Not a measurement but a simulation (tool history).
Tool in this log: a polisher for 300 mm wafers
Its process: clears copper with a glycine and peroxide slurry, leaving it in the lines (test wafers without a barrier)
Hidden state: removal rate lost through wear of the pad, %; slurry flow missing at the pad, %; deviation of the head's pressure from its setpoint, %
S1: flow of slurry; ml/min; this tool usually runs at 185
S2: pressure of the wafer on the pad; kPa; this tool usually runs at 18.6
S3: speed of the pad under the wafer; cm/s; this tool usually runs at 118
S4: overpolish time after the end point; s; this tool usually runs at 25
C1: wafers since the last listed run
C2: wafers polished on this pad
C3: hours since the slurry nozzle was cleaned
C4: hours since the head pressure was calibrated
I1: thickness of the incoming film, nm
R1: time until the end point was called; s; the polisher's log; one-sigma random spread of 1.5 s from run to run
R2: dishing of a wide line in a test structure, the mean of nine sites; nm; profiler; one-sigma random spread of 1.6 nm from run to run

run 1 hour=0 | S1=185 S2=18.6 S3=118 S4=25 | C1=0 C2=942 C3=219 C4=52.8 | I1=559.3 | R1=94.8 R2=75.2
run 2 hour=27.5 | S1=185 S2=18.6 S3=118 S4=25 | C1=280 C2=1222 C3=246.5 C4=80.3 | I1=553.3 | R1=97.5 R2=75.2
-- hour=45.2 worn pad replaced by a new one
run 3 hour=65.2 | S1=185 S2=18.6 S3=118 S4=25 | C1=343 C2=203 C3=284.2 C4=118 | I1=564.5 | R1=99.1 R2=75.2
run 4 hour=88.2 | S1=185 S2=18.6 S3=118 S4=25 | C1=234 C2=437 C3=307.2 C4=141 | I1=559.7 | R1=98.5 R2=74
run 5 hour=121.7 | S1=185 S2=18.6 S3=118 S4=25 | C1=341 C2=779 C3=340.7 C4=174.5 | I1=562 | R1=100.1 R2=76.2
run 6 hour=147.4 | S1=135 S2=18.6 S3=118 S4=25 | C1=261 C2=1041 C3=366.4 C4=200.2 | I1=560.8 | R1=107.5 R2=71
run 7 hour=160.8 | S1=185 S2=18.6 S3=118 S4=25 | C1=136 C2=1177 C3=379.8 C4=213.6 | I1=567.5 | R1=99.5 R2=74.2
-- hour=168.8 worn pad replaced by a new one, of another model than before
run 8 hour=184.2 | S1=185 S2=18.6 S3=118 S4=25 | C1=197 C2=156 C3=403.2 C4=237 | I1=556.8 | R1=99.4 R2=75.6
run 9 hour=198.8 | S1=185 S2=18.6 S3=118 S4=32 | C1=148 C2=305 C3=417.8 C4=251.6 | I1=565.5 | R1=102.1 R2=81.3
run 10 hour=220.4 | S1=185 S2=18.6 S3=134 S4=25 | C1=220 C2=525 C3=439.4 C4=273.2 | I1=563 | R1=93.7 R2=74.2
run 11 hour=248.7 | S1=185 S2=18.6 S3=94 S4=19 | C1=288 C2=813 C3=467.7 C4=301.5 | I1=560.2 | R1=115.2 R2=54
run 12 hour=266.9 | S1=185 S2=18.6 S3=94 S4=19 | C1=185 C2=999 C3=485.9 C4=319.7 | I1=552.7 | R1=118.3 R2=55
run 13 hour=295.9 | S1=185 S2=18.6 S3=94 S4=19 | C1=295 C2=1294 C3=514.9 C4=348.7 | I1=550 | R1=117.8 R2=52.7
-- hour=321.2 worn pad replaced by a new one
run 14 hour=322.5 | S1=185 S2=18.6 S3=118 S4=25 | C1=230 C2=13 C3=541.5 C4=375.3 | I1=561 | R1=104.5 R2=68.8
run 15 hour=338.1 | S1=185 S2=18.6 S3=118 S4=25 | C1=158 C2=172 C3=557.1 C4=390.9 | I1=555.9 | R1=107.4 R2=70.5
run 16 hour=363.3 | S1=185 S2=18.6 S3=118 S4=35 | C1=256 C2=429 C3=582.3 C4=416.1 | I1=557.7 | R1=110.8 R2=81.6
run 17 hour=390.1 | S1=120 S2=18.6 S3=118 S4=37 | C1=273 C2=702 C3=609.1 C4=442.9 | I1=561.3 | R1=114.3 R2=83.5
run 18 hour=402.2 | S1=130 S2=18.6 S3=118 S4=29 | C1=123 C2=825 C3=621.2 C4=455 | I1=551.2 | R1=110.4 R2=74.3

Forecast run 19:
-- hour=405.8 head pressure recalibrated
run 19 hour=421.3 | S1=160 S2=20.7 S3=140 S4=14 | C1=174 C2=999 C3=640.3 C4=15.5 | I1=561.2 | R1=? R2=?

For run 19 the tool returned R1 77.6 s, R2 61.5 nm.
If the tool had no hidden condition, the same run with the same run-to-run variation would have returned R1 77.5 s, R2 61.6 nm.
